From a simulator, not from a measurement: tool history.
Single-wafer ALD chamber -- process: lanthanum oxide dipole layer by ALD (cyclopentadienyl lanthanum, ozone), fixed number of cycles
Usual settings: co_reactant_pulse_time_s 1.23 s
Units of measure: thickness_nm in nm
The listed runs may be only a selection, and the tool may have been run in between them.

run   hour  co_reactant_pulse_time_s  read-back reference wafer on the same gauge, thickness_nm  thickness_nm
  1    0.0                      1.11                                                      0.592         0.459
  2   13.8                      0.89                                                      0.592         0.407
  3   30.2                      1.23                                                      0.592         0.480
  4   50.0                      1.23                                                      0.592         0.479
  5   72.1                      1.23                                                      0.592         0.479
  6   91.8                      1.09                                                      0.592         0.457
  7  124.1                      1.41                                                      0.592         0.503
  8  136.8                      1.41                                                      0.592         0.500
     147.1  -- ozone generator serviced
  9  151.2                      1.41                                                      0.592         0.519
     162.8  -- gauge calibrated
 10  168.8                      1.23                                                      0.592         0.502
 11  201.8                      0.91                                                      0.592         0.439
 12  234.6                      0.92                                                      0.592         0.441
     254.7  -- thermocouple changed; heater temperature recalibrated
 13  255.2                      1.58                                                      0.592         0.529
 14  277.0                      1.23                                                      0.593         0.496
 15  299.1                      1.70                                                      0.592         0.532
 16  312.3                      0.88                                                      0.591         0.426
 17  339.1                      0.98                                                      0.592         0.453
 18  359.9                      1.23                                                      0.592         0.493
 19  376.7                      0.90                                                      0.592         0.431
 20  391.8                      1.02                                                      0.592         0.457
 21  414.8                      1.23                                                      0.592         0.492
     455.6  -- showerhead replaced
 22  456.1                      0.78                                                      0.592         0.386
 23  485.6                      1.04                                                      0.592         0.456
 24  498.3                      1.23                                                      0.592         0.487
 25  515.3                      1.65                                                      0.592         0.527
 26  540.6                      1.23                                                      0.592         0.488
 27  552.8                      1.71                                                      0.593         0.529
 28  569.5                      1.23                                                      0.592         0.488
 29  602.2                      1.23                                                      0.592         0.488
 30  620.6                      1.64                                                      0.592         0.524
 31  656.1                      0.75                                                      0.592         0.368
 32  670.3                      1.36                                                      0.592         0.499
 33  704.6                      1.23                                                      0.592         0.484

What if the next run were any one of these 5? Each begins from the tool's condition after run 33:
  A  705.0                      1.23                                                          ?             ?
  B  705.0                      1.53                                                          ?             ?
  C  705.0                      0.86                                                          ?             ?
  D  705.0                      1.63                                                          ?             ?
  E  705.0                      0.74                                                          ?             ?

run  read-back reference wafer on the same gauge, thickness_nm  thickness_nm
  A                                                      0.592         0.484
  B                                                      0.592         0.516
  C                                                      0.592         0.405
  D                                                      0.592         0.522
  E                                                      0.592         0.363
What these runs would have given with no unlogged condition in the tool:
run  thickness_nm
  A         0.503
  B         0.528
  C         0.433
  D         0.533
  E         0.392

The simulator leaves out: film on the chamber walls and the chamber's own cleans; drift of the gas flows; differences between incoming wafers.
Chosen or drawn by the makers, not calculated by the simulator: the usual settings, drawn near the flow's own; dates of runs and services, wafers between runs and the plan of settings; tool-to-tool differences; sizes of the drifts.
